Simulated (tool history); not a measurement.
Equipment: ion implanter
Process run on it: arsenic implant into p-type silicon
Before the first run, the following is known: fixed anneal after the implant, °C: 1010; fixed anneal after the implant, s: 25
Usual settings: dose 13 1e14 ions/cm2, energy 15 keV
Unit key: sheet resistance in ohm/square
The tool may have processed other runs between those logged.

run    hour   dose  energy  wafers since the last listed run  hours since the last dose calibration  hours since the extraction supply was calibrated  hours since the gauge calibration  read-back reference wafer on the same gauge, sheet resistance  sheet resistance
  1       0  12.12      15                                 0                                  812.7                                            3957.9                             1636.1                                                         115.99            111.88
  2      40  12.12      15                              1129                                  852.7                                            3997.9                             1676.1                                                         115.95            111.49
  3   110.4  14.97      15                              1988                                  923.1                                            4068.3                             1746.5                                                         116.08            103.35
  4   161.8  14.97      15                              1451                                  974.5                                            4119.7                             1797.9                                                            116            103.42
  5   190.3     13      15                               804                                   1003                                            4148.2                             1826.4                                                         115.98            108.78
  6   234.1     13      15                              1236                                 1046.8                                              4192                             1870.2                                                         115.99            108.53
  7   292.7     13      15                              1654                                 1105.4                                            4250.6                             1928.8                                                         115.96            108.87
  8   356.3  15.91      15                              1796                                   1169                                            4314.2                             1992.4                                                         115.95            101.42
  9   467.7  15.91      15                              3146                                 1280.4                                            4425.6                             2103.8                                                         115.98            101.62
 10   516.7  14.51      15                              1383                                 1329.4                                            4474.6                             2152.8                                                         116.01            104.86
 11   551.1  14.51      15                               971                                 1363.8                                              4509                             2187.2                                                         115.98            104.76
 12   605.9     13      15                              1547                                 1418.6                                            4563.8                               2242                                                         116.02            109.11
 13   636.2     13      15                               855                                 1448.9                                            4594.1                             2272.3                                                         116.04            109.31
        715  -- Faraday cup replaced and dose calibrated
 14   715.5     13      15                              2013                                    0.5                                            4673.4                             2351.6                                                         115.99            108.16
 15   755.3     13      15                              1123                                   40.3                                            4713.2                             2391.4                                                            116            108.14
 16   820.3   16.9      15                              1835                                  105.3                                            4778.2                             2456.4                                                         115.99             99.76
      823.5  -- gauge calibrated
 17   859.5  16.58      15                              1107                                  144.5                                            4817.4                                 36                                                          116.1            100.32
 18   927.4     13      15                              1917                                  212.4                                            4885.3                              103.9                                                         115.98            107.97
 19   979.9     13      15                              1482                                  264.9                                            4937.8                              156.4                                                            116            108.42
 20  1022.5   9.83      13                              1203                                  307.5                                            4980.4                                199                                                         115.93            126.05
 21  1049.4  11.48    11.5                               759                                  334.4                                            5007.3                              225.9                                                         115.97            118.73
 22  1104.8     11    17.5                              1564                                  389.8                                            5062.7                              281.3                                                         116.01            113.03
 23  1171.7     13      15                              1889                                  456.7                                            5129.6                              348.2                                                         115.96            108.26
 24  1196.4     13      15                               697                                  481.4                                            5154.3                              372.9                                                         116.04            108.24
 25  1254.9  15.72    10.5                              1652                                  539.9                                            5212.8                              431.4                                                         116.03            107.53
 26  1315.8  14.83    16.5                              1719                                  600.8                                            5273.7                              492.3                                                         115.99            101.56
 27  1358.5  11.72    11.5                              1205                                  643.5                                            5316.4                                535                                                         115.92            117.78
 28  1421.8     13      15                              1787                                  706.8                                            5379.7                              598.3                                                         115.94            108.36
     1464.9  -- extraction supply calibrated
 29  1465.4   9.37      15                              1005                                  750.4                                               0.5                              641.9                                                         115.99            127.17
 30  1526.9  11.48    11.5                              1736                                  811.9                                                62                              703.4                                                         116.03            118.58
 31    1556     13    18.5                               821                                    841                                              91.1                              732.5                                                         116.05            103.82
 32  1610.5     13      15                              1539                                  895.5                                             145.6                                787                                                         115.95            108.28
 33  1740.2  14.97      13                              3662                                 1025.2                                             275.3                              916.7                                                         116.03            105.79
 34  1799.9   9.76    19.5                              1685                                 1084.9                                               335                              976.4                                                            116            119.18
 35  1842.4  14.88    11.5                              1200                                 1127.4                                             377.5                             1018.9                                                         115.93            108.07
 36  1889.1  16.67    19.5                              1318                                 1174.1                                             424.2                             1065.6                                                         115.99             94.63
 37  1930.6     13      15                              1172                                 1215.6                                             465.7                             1107.1                                                         116.03             108.8
 38  1965.3     13      15                               979                                 1250.3                                             500.4                             1141.8                                                         116.02             108.8

What the log doesn't show, run by run:
deviation of the true energy from its setpoint, %: 0 on each run
gauge reads high (%): 0 on each run
H1: deviation of the true dose from the Faraday cup's reading, %
run      H1
  1  -0.985
  2   -1.06
  3   -1.19
  4   -1.29
  5   -1.35
  6   -1.44
  7   -1.57
  8   -1.73
  9   -2.01
 10   -2.15
 11   -2.24
 12    -2.4
 13    -2.5
 14  -0.147
 15  -0.148
 16  -0.158
 17  -0.169
 18  -0.194
 19   -0.22
 20  -0.246
 21  -0.264
 22  -0.306
 23  -0.365
 24   -0.39
 25  -0.452
 26  -0.525
 27  -0.581
 28  -0.671
 29  -0.738
 30  -0.838
 31  -0.889
 32  -0.988
 33   -1.25
 34   -1.38
 35   -1.48
 36   -1.59
 37    -1.7
 38   -1.79
